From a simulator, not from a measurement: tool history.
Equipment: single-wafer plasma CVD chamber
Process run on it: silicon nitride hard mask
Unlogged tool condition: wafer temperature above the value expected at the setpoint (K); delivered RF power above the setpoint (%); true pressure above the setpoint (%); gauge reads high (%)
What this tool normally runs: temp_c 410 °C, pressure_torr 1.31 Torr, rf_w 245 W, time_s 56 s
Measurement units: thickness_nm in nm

run,hour,temp_c,pressure_torr,rf_w,time_s,wafers since the last listed run,hours since the last thermocouple change,hours since the last RF generator calibration,hours since the last manometer calibration,hours since the showerhead was replaced,hours since the gauge calibration,"read-back reference wafer on the same gauge, thickness_nm",thickness_nm
1,0,410,1.31,245,56,0,829,857.2,1154.4,6326.3,521.1,60.415,55.446
2,9.4,410,1.31,245,56,154,838.4,866.6,1163.8,6335.7,530.5,60.409,55.264
3,25.8,410,1.31,245,56,270,854.8,883,1180.2,6352.1,546.9,60.403,54.961
4,42.2,414,1.31,245,56,270,871.2,899.4,1196.6,6368.5,563.3,60.413,54.78
5,54.4,414,1.31,245,56,201,883.4,911.6,1208.8,6380.7,575.5,60.356,55.111
6,67.7,414,1.31,245,56,219,896.7,924.9,1222.1,6394,588.8,60.415,54.823
7,74.2,410,1.44,245,56,107,903.2,931.4,1228.6,6400.5,595.3,60.443,56.598
8,91.4,410,1.31,260,56,283,920.4,948.6,1245.8,6417.7,612.5,60.431,57.81
9,107.5,404,1.06,245,60.6,265,936.5,964.7,1261.9,6433.8,628.6,60.398,55.8
10,114.5,410,1.31,245,56,115,943.5,971.7,1268.9,6440.8,635.6,60.424,55.289
11,134.2,410,1.49,215,64,324,963.2,991.4,1288.6,6460.5,655.3,60.423,58.982
12,150,396,1.31,265,50.2,260,979,1007.2,1304.4,6476.3,671.1,60.401,52.514
13,167.1,410,1.31,245,56,281,996.1,1024.3,1321.5,6493.4,688.2,60.39,54.981
# hour 183.5: capacitance manometer re-zeroed and calibrated
# hour 187.9: gauge calibrated
14,214.4,410,1.31,245,56,647,1043.4,1071.6,30.9,6540.7,26.5,60.411,55.111
15,222.7,416,1.16,260,59.9,136,1051.7,1079.9,39.2,6549,34.8,60.369,58.977
16,232.5,410,1.53,220,56,161,1061.5,1089.7,49,6558.8,44.6,60.425,53.199
# hour 243.4: RF generator calibrated
# hour 243.8: thermocouple changed; heater temperature recalibrated
17,244.3,395,0.99,230,56,55,0.5,0.9,60.8,6570.6,56.4,60.435,52.049
18,254.1,410,1.31,245,56,161,10.3,10.7,70.6,6580.4,66.2,60.404,58.619
# hour 264: showerhead replaced
19,266.2,396,1.31,265,50.2,67,22.4,22.8,82.7,2.2,78.3,60.386,55.927
20,283,410,1.31,245,56,276,39.2,39.6,99.5,19,95.1,60.411,58.257
21,292.1,419,1.15,200,58.8,149,48.3,48.7,108.6,28.1,104.2,60.403,51.071
22,301.2,410,1.31,245,59.9,149,57.4,57.8,117.7,37.2,113.3,60.41,62.522
23,311.9,410,1.31,245,46.4,176,68.1,68.5,128.4,47.9,124,60.354,48.133
24,322.7,423,1.31,210,51.1,177,78.9,79.3,139.2,58.7,134.8,60.404,47.234
25,336.8,410,1.31,245,62.6,232,93,93.4,153.3,72.8,148.9,60.404,65.023
26,343.4,410,1.09,245,56,108,99.6,100,159.9,79.4,155.5,60.387,54.801
27,358.1,410,1.51,285,47.9,242,114.3,114.7,174.6,94.1,170.2,60.427,57.628
28,375.5,397,1.15,245,46.9,286,131.7,132.1,192,111.5,187.6,60.434,46.95
29,381.5,410,1.51,245,51.1,98,137.7,138.1,198,117.5,193.6,60.358,55.065
30,398.8,425,1.09,220,51.5,285,155,155.4,215.3,134.8,210.9,60.399,46.064

3 ways to go on from here, each from the tool as it stands after run 30. What would each give?
A,399.2,410,1.31,245,56,6,155.4,155.8,215.7,135.2,211.3,?,?
B,399.2,406,1.42,260,67,6,155.4,155.8,215.7,135.2,211.3,?,?
C,399.2,410,1.56,220,65.4,6,155.4,155.8,215.7,135.2,211.3,?,?

run,"read-back reference wafer on the same gauge, thickness_nm",thickness_nm
A,60.436,58.071
B,60.436,74.332
C,60.436,66.037
What these runs would have given with no unlogged condition in the tool:
run,thickness_nm
A,59.379
B,76.006
C,67.603
